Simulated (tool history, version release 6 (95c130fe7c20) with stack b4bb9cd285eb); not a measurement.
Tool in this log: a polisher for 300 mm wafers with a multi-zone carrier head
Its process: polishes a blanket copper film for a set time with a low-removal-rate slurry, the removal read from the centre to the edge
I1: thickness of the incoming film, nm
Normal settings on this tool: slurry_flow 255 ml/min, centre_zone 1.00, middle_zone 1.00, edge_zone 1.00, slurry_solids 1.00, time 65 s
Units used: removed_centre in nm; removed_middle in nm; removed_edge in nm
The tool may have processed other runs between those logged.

Run 1, hour 0.0: usual settings; I1 689.3. Result: removed_centre 143.6 nm, removed_middle 142.5 nm, removed_edge 138.8 nm.
Run 2, hour 24.2: usual settings; I1 696.6. Result: removed_centre 141.7 nm, removed_middle 140.9 nm, removed_edge 135.8 nm.
Run 3, hour 58.0: usual settings; I1 701.6. Result: removed_centre 140.7 nm, removed_middle 139.5 nm, removed_edge 136.0 nm.
Run 4, hour 82.7: usual settings; I1 714.6. Result: removed_centre 140.2 nm, removed_middle 140.1 nm, removed_edge 137.5 nm.
Run 5, hour 125.8: usual settings; I1 703.0. Result: removed_centre 138.4 nm, removed_middle 135.6 nm, removed_edge 133.9 nm.
Run 6, hour 154.6: usual settings but slurry_solids 0.75; I1 697.3. Result: removed_centre 130.5 nm, removed_middle 128.9 nm, removed_edge 126.4 nm.
At hour 177.6: edge zone pressure recalibrated.
Run 7, hour 197.8: usual settings but middle_zone 1.08, slurry_solids 0.90, time 57 s; I1 700.5. Result: removed_centre 114.3 nm, removed_middle 120.1 nm, removed_edge 111.4 nm.
At hour 254.5: carrier head's membrane replaced by a new one.
Run 8, hour 255.2: usual settings but centre_zone 1.04, slurry_solids 1.20; I1 688.1. Result: removed_centre 137.8 nm, removed_middle 132.3 nm, removed_edge 127.0 nm.
Run 9, hour 290.0: usual settings but middle_zone 1.10, time 78 s; I1 695.5. Result: removed_centre 147.9 nm, removed_middle 156.3 nm, removed_edge 142.1 nm.
At hour 311.5: worn pad replaced by a new one.
Run 10, hour 358.9: usual settings; I1 711.4. Result: removed_centre 149.0 nm, removed_middle 146.0 nm, removed_edge 144.1 nm.
Run 11, hour 406.2: usual settings; I1 703.8. Result: removed_centre 145.7 nm, removed_middle 146.0 nm, removed_edge 142.9 nm.
At hour 467.8: centre zone pressure recalibrated.
Run 12, hour 477.0: usual settings but centre_zone 0.93, time 73 s; I1 693.4. Result: removed_centre 152.2 nm, removed_middle 159.3 nm, removed_edge 157.9 nm.
Run 13, hour 511.2: usual settings but centre_zone 1.09; I1 705.7. Result: removed_centre 155.3 nm, removed_middle 143.4 nm, removed_edge 137.3 nm.
Run 14, hour 582.7: usual settings but time 76 s; I1 699.9. Result: removed_centre 161.9 nm, removed_middle 161.0 nm, removed_edge 153.8 nm.
At hour 621.0: worn pad replaced by a new one.
Run 15, hour 621.5: usual settings but edge_zone 1.07; I1 697.9. Result: removed_centre 152.1 nm, removed_middle 146.4 nm, removed_edge 149.9 nm.
At hour 668.3: slurry nozzle cleaned.
Run 16, hour 739.0: usual settings but edge_zone 1.07; I1 699.2. Result: removed_centre 147.4 nm, removed_middle 145.6 nm, removed_edge 149.3 nm.
Run 17, hour 788.2: usual settings but middle_zone 1.09, edge_zone 0.91, slurry_solids 0.75; I1 710.1. Result: removed_centre 138.3 nm, removed_middle 149.4 nm, removed_edge 127.7 nm.
Run 18, hour 836.8: usual settings but slurry_flow 170 ml/min, middle_zone 0.88, edge_zone 0.91; I1 701.0. Result: removed_centre 133.0 nm, removed_middle 119.8 nm, removed_edge 124.6 nm.
Run 19, hour 884.9: usual settings but edge_zone 1.10, time 74 s; I1 699.0. Result: removed_centre 155.2 nm, removed_middle 154.7 nm, removed_edge 159.9 nm.
Run 20, hour 922.2: usual settings but centre_zone 1.08; I1 697.9. Result: removed_centre 145.2 nm, removed_middle 135.3 nm, removed_edge 128.0 nm.
At hour 966.4: worn pad replaced by a new one.
Run 21, hour 986.5: usual settings but edge_zone 0.94; I1 693.4. Result: removed_centre 146.3 nm, removed_middle 144.2 nm, removed_edge 138.1 nm.
Run 22, hour 1024.5: usual settings but slurry_flow 215 ml/min, centre_zone 0.92, middle_zone 0.97, slurry_solids 1.25; I1 701.9. Result: removed_centre 137.6 nm, removed_middle 143.8 nm, removed_edge 144.4 nm.

3 ways to go on from here, each from the tool as it stands after run 22. What would each give?
Run A, hour 1024.9: usual settings; I1 705.6. Result: removed_centre ?, removed_middle ?, removed_edge ?.
Run B, hour 1024.9: usual settings but middle_zone 0.91, edge_zone 0.95, time 47 s; I1 705.6. Result: removed_centre ?, removed_middle ?, removed_edge ?.
Run C, hour 1024.9: usual settings but centre_zone 0.90, middle_zone 1.09; I1 705.6. Result: removed_centre ?, removed_middle ?, removed_edge ?.

run  removed_centre  removed_middle  removed_edge
  A           147.6           144.2         139.5
  B           106.7            96.3          98.6
  C           134.8           155.2         139.3
Had the tool no hidden state, the same runs would have come out as:
run  removed_centre  removed_middle  removed_edge
  A           150.6           147.1         142.3
  B           108.8            98.3         100.6
  C           137.5           158.3         142.2
